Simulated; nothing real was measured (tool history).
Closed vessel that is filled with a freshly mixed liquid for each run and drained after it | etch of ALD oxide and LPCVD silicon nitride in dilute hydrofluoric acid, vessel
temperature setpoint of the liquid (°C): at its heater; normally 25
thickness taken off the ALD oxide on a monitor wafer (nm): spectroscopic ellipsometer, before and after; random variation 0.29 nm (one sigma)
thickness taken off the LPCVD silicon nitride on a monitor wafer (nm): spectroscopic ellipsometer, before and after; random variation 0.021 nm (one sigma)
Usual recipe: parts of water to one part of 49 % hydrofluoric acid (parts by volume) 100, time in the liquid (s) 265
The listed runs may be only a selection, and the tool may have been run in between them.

run,hour,temperature setpoint of the liquid (°C),parts of water to one part of 49 % hydrofluoric acid (parts by volume),time in the liquid (s),"read-back film thickness of the ALD oxide reference wafer, read on the same gauge (nm)","read-back film thickness of the LPCVD silicon nitride reference wafer, read on the same gauge (nm)",thickness taken off the ALD oxide on a monitor wafer (nm),thickness taken off the LPCVD silicon nitride on a monitor wafer (nm)
1,0,25,100,265,99.98,69.977,54.43,1.136
2,85.3,25,130,265,100.01,70.025,40.34,0.832
3,160.8,25,130,265,100.05,70.003,40.3,0.833
4,225.5,26,100,195,100,70.016,41.11,0.849
5,300.6,26,100,195,99.98,70.013,41.15,0.843
6,375.6,26,100,195,100.01,69.993,41.41,0.87
7,430.5,25,100,265,99.97,69.977,53.28,1.059
8,467.8,25,100,265,100.01,70.024,53.4,1.072
# hour 552.9: thermometer replaced
9,570.5,25,100,265,100.02,70.01,56.9,1.23
10,665,27,100,140,99.99,69.999,32.11,0.724
11,723.9,25,100,265,99.99,70.008,56.21,1.191
12,760.5,29.5,65,360,100.05,69.997,145.84,3.344
13,867.1,21,100,265,99.99,69.992,47.55,0.886
14,920.8,25,75,265,100.01,70.021,76.1,1.551
15,1012.9,27.5,75,265,99.97,70.021,83.74,1.798
16,1053.4,25,100,265,100.01,69.986,55.19,1.135
17,1136.6,25,100,215,100,69.958,44.39,0.934
# hour 1144.1: gauge calibrated
18,1213.8,27.5,75,265,100.02,70.003,83.18,1.757
# hour 1313.8: hydrofluoric acid flow meter replaced
19,1420.4,29,85,265,99.99,70.001,79.43,1.801
20,1581.5,29.5,80,380,99.99,70.017,123.8,2.725

Run 21, settings as shown, results not yet in. Your forecast:
21,1630.3,21,140,265,?,?,?,?

Run 21 gave read-back film thickness of the ALD oxide reference wafer, read on the same gauge (nm) 100.03, read-back film thickness of the LPCVD silicon nitride reference wafer, read on the same gauge (nm) 69.976, thickness taken off the ALD oxide on a monitor wafer (nm) 32.64, thickness taken off the LPCVD silicon nitride on a monitor wafer (nm) 0.631.
With no hidden state in the tool, this same run would have given thickness taken off the ALD oxide on a monitor wafer (nm) 34.13, thickness taken off the LPCVD silicon nitride on a monitor wafer (nm) 0.673.

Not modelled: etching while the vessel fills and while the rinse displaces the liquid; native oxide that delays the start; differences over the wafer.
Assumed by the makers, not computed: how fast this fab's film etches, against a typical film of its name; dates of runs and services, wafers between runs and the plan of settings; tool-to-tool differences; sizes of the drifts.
